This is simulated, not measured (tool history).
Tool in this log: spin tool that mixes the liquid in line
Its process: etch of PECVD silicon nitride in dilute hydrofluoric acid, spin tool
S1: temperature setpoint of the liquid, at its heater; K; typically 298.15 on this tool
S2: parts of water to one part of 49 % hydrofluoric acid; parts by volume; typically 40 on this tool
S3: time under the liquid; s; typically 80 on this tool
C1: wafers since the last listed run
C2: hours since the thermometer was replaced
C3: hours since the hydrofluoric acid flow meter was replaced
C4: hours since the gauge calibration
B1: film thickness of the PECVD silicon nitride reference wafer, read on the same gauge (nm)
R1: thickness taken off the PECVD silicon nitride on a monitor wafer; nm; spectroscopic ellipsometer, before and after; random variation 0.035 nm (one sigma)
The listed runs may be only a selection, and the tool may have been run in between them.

| run | hour | S1 | S2 | S3 | C1 | C2 | C3 | C4 | B1 | R1 |
|---|---|---|---|---|---|---|---|---|---|---|
| 1 | 0.0 | 298.15 | 40 | 80 | 0 | 2287.9 | 123.3 | 718.9 | 90.00 | 10.73 |
| 2 | 30.5 | 296.65 | 40 | 80 | 217 | 2318.4 | 153.8 | 749.4 | 90.00 | 9.68 |
| 3 | 55.8 | 296.65 | 40 | 80 | 180 | 2343.7 | 179.1 | 774.7 | 89.97 | 9.74 |
| 4 | 102.5 | 296.65 | 40 | 80 | 333 | 2390.4 | 225.8 | 821.4 | 90.02 | 9.65 |
| 5 | 136.2 | 298.15 | 40 | 80 | 240 | 2424.1 | 259.5 | 855.1 | 89.99 | 10.63 |
| 6 | 197.6 | 298.15 | 40 | 80 | 438 | 2485.5 | 320.9 | 916.5 | 89.98 | 10.61 |
| 7 | 250.2 | 298.15 | 40 | 80 | 375 | 2538.1 | 373.5 | 969.1 | 89.99 | 10.66 |
| 8 | 274.8 | 298.15 | 40 | 80 | 175 | 2562.7 | 398.1 | 993.7 | 90.01 | 10.56 |
| 9 | 316.8 | 298.15 | 40 | 80 | 299 | 2604.7 | 440.1 | 1035.7 | 90.00 | 10.51 |
|  | 333.5 | hydrofluoric acid flow meter replaced |
| 10 | 374.7 | 298.15 | 40 | 80 | 406 | 2662.6 | 41.2 | 1093.6 | 89.99 | 10.82 |
|  | 383.1 | gauge calibrated |
|  | 390.7 | thermometer replaced |
| 11 | 424.6 | 298.15 | 40 | 80 | 349 | 33.9 | 91.1 | 41.5 | 89.97 | 10.77 |
| 12 | 468.8 | 298.15 | 35 | 95 | 315 | 78.1 | 135.3 | 85.7 | 89.98 | 14.60 |
| 13 | 498.8 | 298.15 | 40 | 80 | 214 | 108.1 | 165.3 | 115.7 | 90.01 | 10.71 |
| 14 | 557.9 | 295.65 | 25 | 80 | 421 | 167.2 | 224.4 | 174.8 | 89.98 | 14.19 |
| 15 | 586.6 | 298.15 | 40 | 65 | 204 | 195.9 | 253.1 | 203.5 | 90.01 | 8.68 |
| 16 | 644.3 | 298.15 | 40 | 80 | 411 | 253.6 | 310.8 | 261.2 | 90.01 | 10.61 |
| 17 | 668.8 | 298.15 | 40 | 80 | 174 | 278.1 | 335.3 | 285.7 | 90.02 | 10.57 |
| 18 | 725.0 | 299.65 | 30 | 65 | 401 | 334.3 | 391.5 | 341.9 | 90.00 | 12.57 |
| 19 | 789.7 | 303.15 | 60 | 100 | 461 | 399.0 | 456.2 | 406.6 | 89.99 | 12.22 |
|  | 859.0 | hydrofluoric acid flow meter replaced |
| 20 | 861.6 | 298.15 | 40 | 95 | 506 | 470.9 | 2.6 | 478.5 | 90.01 | 12.79 |
| 21 | 916.2 | 298.15 | 40 | 100 | 389 | 525.5 | 57.2 | 533.1 | 90.00 | 13.47 |
| 22 | 969.5 | 302.15 | 50 | 55 | 380 | 578.8 | 110.5 | 586.4 | 90.01 | 7.78 |
| 23 | 1018.9 | 302.65 | 55 | 115 | 352 | 628.2 | 159.9 | 635.8 | 89.99 | 15.19 |

Below are 5 alternative next runs, each starting from the tool's condition after run 23. Predict each:
| A | 1019.3 | 298.15 | 40 | 45 | 2 | 628.6 | 160.3 | 636.2 | ? | ? |
| B | 1019.3 | 302.65 | 60 | 50 | 2 | 628.6 | 160.3 | 636.2 | ? | ? |
| C | 1019.3 | 298.15 | 50 | 120 | 2 | 628.6 | 160.3 | 636.2 | ? | ? |
| D | 1019.3 | 298.15 | 55 | 130 | 2 | 628.6 | 160.3 | 636.2 | ? | ? |
| E | 1019.3 | 296.65 | 35 | 80 | 2 | 628.6 | 160.3 | 636.2 | ? | ? |

| run | B1 | R1 |
|---|---|---|
| A | 90.02 | 6.05 |
| B | 90.02 | 6.06 |
| C | 90.02 | 12.96 |
| D | 90.02 | 12.79 |
| E | 90.02 | 11.06 |
Take away the tool's hidden state, keep each run's random variation, and the runs would have read:
| run | R1 |
|---|---|
| A | 6.13 |
| B | 6.14 |
| C | 13.14 |
| D | 12.96 |
| E | 11.21 |

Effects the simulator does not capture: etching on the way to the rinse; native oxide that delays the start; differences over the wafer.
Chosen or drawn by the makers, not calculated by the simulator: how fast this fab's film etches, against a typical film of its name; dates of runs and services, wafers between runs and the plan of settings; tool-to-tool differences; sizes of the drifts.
